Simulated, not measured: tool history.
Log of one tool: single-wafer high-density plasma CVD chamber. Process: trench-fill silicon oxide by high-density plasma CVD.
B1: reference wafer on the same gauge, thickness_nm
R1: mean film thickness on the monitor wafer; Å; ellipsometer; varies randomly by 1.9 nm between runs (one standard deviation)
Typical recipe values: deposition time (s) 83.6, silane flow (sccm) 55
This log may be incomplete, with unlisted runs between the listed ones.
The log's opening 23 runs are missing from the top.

-- hour=1081.4 silane flow controller replaced
run 24 hour=1123.3 | deposition_time_(s)=83.6 silane_flow_(sccm)=55 | B1=547.174 | R1=4855.93
run 25 hour=1182.6 | deposition_time_(s)=83.6 silane_flow_(sccm)=55 | B1=547.061 | R1=4877.26
run 26 hour=1234.3 | deposition_time_(s)=83.6 silane_flow_(sccm)=55 | B1=547.179 | R1=4876.26
run 27 hour=1300.5 | deposition_time_(s)=93.8 silane_flow_(sccm)=64 | B1=546.782 | R1=6138.83
run 28 hour=1346.3 | deposition_time_(s)=98 silane_flow_(sccm)=45 | B1=546.684 | R1=4963.87
-- hour=1377.7 gauge calibrated
run 29 hour=1382.4 | deposition_time_(s)=78.3 silane_flow_(sccm)=44 | B1=547.001 | R1=3887.43
run 30 hour=1421.2 | deposition_time_(s)=83.6 silane_flow_(sccm)=55 | B1=547.635 | R1=4874.8
run 31 hour=1448.2 | deposition_time_(s)=68.9 silane_flow_(sccm)=63 | B1=547.137 | R1=4489.29
run 32 hour=1475.5 | deposition_time_(s)=83.6 silane_flow_(sccm)=55 | B1=547.095 | R1=4879.66
-- hour=1506.2 silane flow controller replaced, repeated, since the last time left the tool worse
run 33 hour=1506.7 | deposition_time_(s)=89.2 silane_flow_(sccm)=61 | B1=546.978 | R1=5414.43
run 34 hour=1561.2 | deposition_time_(s)=75 silane_flow_(sccm)=65 | B1=546.42 | R1=4751.41
run 35 hour=1599.1 | deposition_time_(s)=77 silane_flow_(sccm)=46 | B1=547.055 | R1=3742.15
run 36 hour=1635.3 | deposition_time_(s)=68.1 silane_flow_(sccm)=58 | B1=546.833 | R1=3922.51
run 37 hour=1661.6 | deposition_time_(s)=77 silane_flow_(sccm)=46 | B1=547.837 | R1=3764.84
run 38 hour=1766 | deposition_time_(s)=93.9 silane_flow_(sccm)=66 | B1=546.359 | R1=6029.06

Below are 5 alternative next runs, each starting from the tool's condition after run 38. Predict each:
run A hour=1766.4 | deposition_time_(s)=68.7 silane_flow_(sccm)=55 | B1=? | R1=?
run B hour=1766.4 | deposition_time_(s)=72.1 silane_flow_(sccm)=46 | B1=? | R1=?
run C hour=1766.4 | deposition_time_(s)=99.2 silane_flow_(sccm)=45 | B1=? | R1=?
run D hour=1766.4 | deposition_time_(s)=83.6 silane_flow_(sccm)=44 | B1=? | R1=?
run E hour=1766.4 | deposition_time_(s)=91.5 silane_flow_(sccm)=55 | B1=? | R1=?

run=A B1=546.754 R1=3839.68
run=B B1=546.754 R1=3529
run=C B1=546.754 R1=4778.89
run=D B1=546.754 R1=3962.86
run=E B1=546.754 R1=5113.98
Without the tool's unlogged condition, the same runs would have read:
run=A R1=3812.71
run=B R1=3504.21
run=C R1=4745.31
run=D R1=3935.02
run=E R1=5078.06
